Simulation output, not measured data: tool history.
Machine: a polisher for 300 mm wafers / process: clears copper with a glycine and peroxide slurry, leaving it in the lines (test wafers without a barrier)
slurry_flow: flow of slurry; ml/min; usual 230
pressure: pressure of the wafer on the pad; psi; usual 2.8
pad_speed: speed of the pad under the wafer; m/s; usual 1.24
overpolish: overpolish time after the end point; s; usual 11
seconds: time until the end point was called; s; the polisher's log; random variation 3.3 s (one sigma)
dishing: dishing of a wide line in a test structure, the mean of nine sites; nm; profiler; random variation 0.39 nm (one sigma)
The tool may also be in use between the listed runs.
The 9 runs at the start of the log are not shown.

| run | day | slurry_flow | pressure | pad_speed | overpolish | incoming thickness of the incoming film, nm | seconds | dishing |
|---|---|---|---|---|---|---|---|---|
| 10 | 10.879 | 230 | 2.8 | 1.24 | 11 | 924.9 | 172.9 | 29.7 |
| 11 | 12.067 | 230 | 2.8 | 1.24 | 11 | 941.1 | 176.9 | 29.1 |
| 12 | 13.092 | 230 | 2.8 | 1.24 | 11 | 927 | 169.9 | 28.5 |
| 13 | 14.162 | 230 | 2.8 | 1.24 | 11 | 948.5 | 179.7 | 29.3 |
|  | 14.571 | worn pad replaced by a new one |
| 14 | 15.258 | 230 | 2.8 | 0.9 | 11 | 938.8 | 214.1 | 25.7 |
| 15 | 17.188 | 230 | 2.8 | 1.24 | 14 | 940.6 | 183.9 | 32.7 |
| 16 | 18.208 | 230 | 2.8 | 1.24 | 15 | 953.8 | 178.3 | 34.7 |
| 17 | 18.929 | 270 | 3.6 | 1.1 | 15 | 940 | 159.6 | 36.9 |
| 18 | 19.608 | 230 | 2.8 | 1.36 | 11 | 936.7 | 168.4 | 29.5 |
| 19 | 20.708 | 175 | 3.3 | 1.24 | 11 | 956.1 | 163.3 | 30.5 |
| 20 | 21.788 | 230 | 3.5 | 0.94 | 7 | 956.6 | 178.4 | 20.9 |
|  | 22.529 | head pressure recalibrated |
| 21 | 23.171 | 230 | 2.8 | 1.24 | 11 | 954 | 171.2 | 29.9 |

Estimate the outcome of run 22 from the log above:
|  | 23.354 | worn pad replaced by a new one |
| 22 | 24.667 | 200 | 3.8 | 0.94 | 11 | 958.4 | ? | ? |

seconds: 159.4 s
dishing: 31.4 nm
On a tool with no hidden condition, and with the same random variation, this run would have come out at seconds 158.9 s, dishing 31.5 nm.

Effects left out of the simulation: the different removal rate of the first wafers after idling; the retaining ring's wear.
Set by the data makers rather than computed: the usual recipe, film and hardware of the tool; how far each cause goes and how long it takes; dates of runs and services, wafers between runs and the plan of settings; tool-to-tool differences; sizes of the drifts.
